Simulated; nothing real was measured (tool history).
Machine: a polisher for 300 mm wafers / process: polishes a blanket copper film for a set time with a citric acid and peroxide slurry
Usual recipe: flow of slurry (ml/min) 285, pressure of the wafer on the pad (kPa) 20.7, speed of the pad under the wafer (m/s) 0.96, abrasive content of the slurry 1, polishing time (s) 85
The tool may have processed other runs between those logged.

| run | hour | flow of slurry (ml/min) | pressure of the wafer on the pad (kPa) | speed of the pad under the wafer (m/s) | abrasive content of the slurry | polishing time (s) | wafers since the last listed run | wafers polished on this pad | hours since the slurry nozzle was cleaned | hours since the head pressure was calibrated | hours since the slurry blender was calibrated | incoming thickness of the incoming film, nm | film removed (angstrom) |
|---|---|---|---|---|---|---|---|---|---|---|---|---|---|
| 1 | 0 | 285 | 20.7 | 0.96 | 1 | 85 | 0 | 395 | 124.6 | 413.1 | 137.6 | 1054.7 | 1549 |
| 2 | 24.8 | 285 | 20.7 | 0.96 | 1 | 103 | 209 | 604 | 149.4 | 437.9 | 162.4 | 1057.5 | 1861 |
| 3 | 43.1 | 285 | 20.7 | 0.72 | 0.85 | 85 | 154 | 759 | 167.7 | 456.2 | 180.7 | 1080.6 | 1161 |
| 4 | 76.5 | 285 | 20.7 | 0.72 | 0.85 | 85 | 281 | 1041 | 201.1 | 489.6 | 214.1 | 1072.1 | 1155 |
| 5 | 98.6 | 285 | 20.7 | 0.96 | 1 | 85 | 186 | 1227 | 223.2 | 511.7 | 236.2 | 1066 | 1495 |
|  | 154.2 | slurry nozzle cleaned |
|  | 167.4 | slurry blender recalibrated |
| 6 | 186 | 285 | 20.7 | 0.96 | 1 | 91 | 712 | 1939 | 31.8 | 599.1 | 18.6 | 1053.6 | 1682 |
|  | 205.3 | worn pad replaced by a new one |
| 7 | 214 | 285 | 20.7 | 0.96 | 1 | 91 | 202 | 73 | 59.8 | 627.1 | 46.6 | 1051.6 | 1668 |
| 8 | 237 | 285 | 25.5 | 0.96 | 1 | 85 | 194 | 267 | 82.8 | 650.1 | 69.6 | 1064.6 | 1866 |
| 9 | 264.6 | 375 | 20.7 | 0.74 | 1 | 94 | 232 | 500 | 110.4 | 677.7 | 97.2 | 1057.2 | 1449 |
| 10 | 300.6 | 230 | 20.7 | 1.26 | 1 | 114 | 303 | 804 | 146.4 | 713.7 | 133.2 | 1069.3 | 2550 |
| 11 | 334.7 | 285 | 20.7 | 0.96 | 1 | 85 | 287 | 1092 | 180.5 | 747.8 | 167.3 | 1070.5 | 1536 |
| 12 | 347.7 | 255 | 20.7 | 1.12 | 1.1 | 95 | 109 | 1202 | 193.5 | 760.8 | 180.3 | 1082.6 | 1989 |
| 13 | 366.1 | 250 | 20.7 | 0.96 | 1.1 | 111 | 155 | 1357 | 211.9 | 779.2 | 198.7 | 1073.7 | 2053 |
| 14 | 381.1 | 225 | 20.7 | 0.96 | 1 | 97 | 126 | 1484 | 226.9 | 794.2 | 213.7 | 1051.9 | 1722 |
|  | 406.7 | worn pad replaced by a new one |
| 15 | 410 | 285 | 20.7 | 0.96 | 0.85 | 63 | 210 | 27 | 255.8 | 823.1 | 242.6 | 1065.2 | 1062 |
|  | 441.3 | slurry nozzle cleaned |
| 16 | 441.8 | 285 | 20.7 | 0.72 | 0.85 | 85 | 259 | 287 | 0.5 | 854.9 | 274.4 | 1091.8 | 1139 |
| 17 | 472.2 | 285 | 20.7 | 0.96 | 1 | 85 | 256 | 544 | 30.9 | 885.3 | 304.8 | 1071.4 | 1420 |
|  | 476 | head pressure recalibrated |
|  | 477.4 | slurry blender recalibrated |
| 18 | 496.4 | 285 | 20.7 | 0.96 | 1 | 112 | 175 | 719 | 55.1 | 20.4 | 19 | 1091 | 2095 |
| 19 | 525.3 | 195 | 25.5 | 0.96 | 1.25 | 113 | 243 | 963 | 84 | 49.3 | 47.9 | 1070.9 | 2600 |
| 20 | 541.9 | 230 | 20.7 | 0.96 | 1 | 62 | 140 | 1103 | 100.6 | 65.9 | 64.5 | 1079.6 | 1141 |
| 21 | 562.5 | 285 | 20.7 | 0.96 | 1 | 85 | 173 | 1277 | 121.2 | 86.5 | 85.1 | 1066.7 | 1599 |
| 22 | 577.8 | 285 | 20.7 | 0.74 | 1.2 | 105 | 129 | 1406 | 136.5 | 101.8 | 100.4 | 1066.9 | 1748 |
| 23 | 592.6 | 285 | 20.7 | 0.96 | 1 | 57 | 124 | 1531 | 151.3 | 116.6 | 115.2 | 1065.7 | 1063 |
| 24 | 613.7 | 285 | 15.2 | 0.8 | 1.2 | 112 | 178 | 1709 | 172.4 | 137.7 | 136.3 | 1077.5 | 1543 |
| 25 | 635.1 | 285 | 22.8 | 0.96 | 1 | 85 | 180 | 1890 | 193.8 | 159.1 | 157.7 | 1061.2 | 1693 |
|  | 654.2 | worn pad replaced by a new one |
| 26 | 697.2 | 285 | 27.6 | 1.28 | 1 | 100 | 490 | 363 | 255.9 | 221.2 | 219.8 | 1077.4 | 2823 |
| 27 | 728.8 | 230 | 20.7 | 0.96 | 1 | 62 | 266 | 629 | 287.5 | 252.8 | 251.4 | 1062.9 | 1088 |
|  | 754.9 | slurry nozzle cleaned |
| 28 | 763 | 330 | 20.7 | 0.96 | 1 | 59 | 280 | 909 | 8.1 | 287 | 285.6 | 1075 | 1039 |
|  | 765.9 | slurry blender recalibrated |
| 29 | 775.2 | 285 | 20.7 | 0.96 | 1 | 85 | 86 | 996 | 20.3 | 299.2 | 9.3 | 1058.5 | 1563 |

Below are 5 alternative next runs, each starting from the tool's condition after run 29. Predict each:
| A | 775.6 | 285 | 20.7 | 1.06 | 1 | 85 | 3 | 999 | 20.7 | 299.6 | 9.7 | 1059 | ? |
| B | 775.6 | 340 | 14.5 | 0.74 | 0.7 | 85 | 3 | 999 | 20.7 | 299.6 | 9.7 | 1059 | ? |
| C | 775.6 | 285 | 20.7 | 1.26 | 1 | 85 | 3 | 999 | 20.7 | 299.6 | 9.7 | 1059 | ? |
| D | 775.6 | 285 | 24.8 | 0.96 | 1 | 85 | 3 | 999 | 20.7 | 299.6 | 9.7 | 1059 | ? |
| E | 775.6 | 285 | 20.7 | 0.96 | 1 | 72 | 3 | 999 | 20.7 | 299.6 | 9.7 | 1059 | ? |

| run | film removed (angstrom) |
|---|---|
| A | 1717 |
| B | 886 |
| C | 1972 |
| D | 1832 |
| E | 1347 |
Without the tool's unlogged condition, the same runs would have read:
| run | film removed (angstrom) |
|---|---|
| A | 1723 |
| B | 889 |
| C | 1979 |
| D | 1838 |
| E | 1351 |
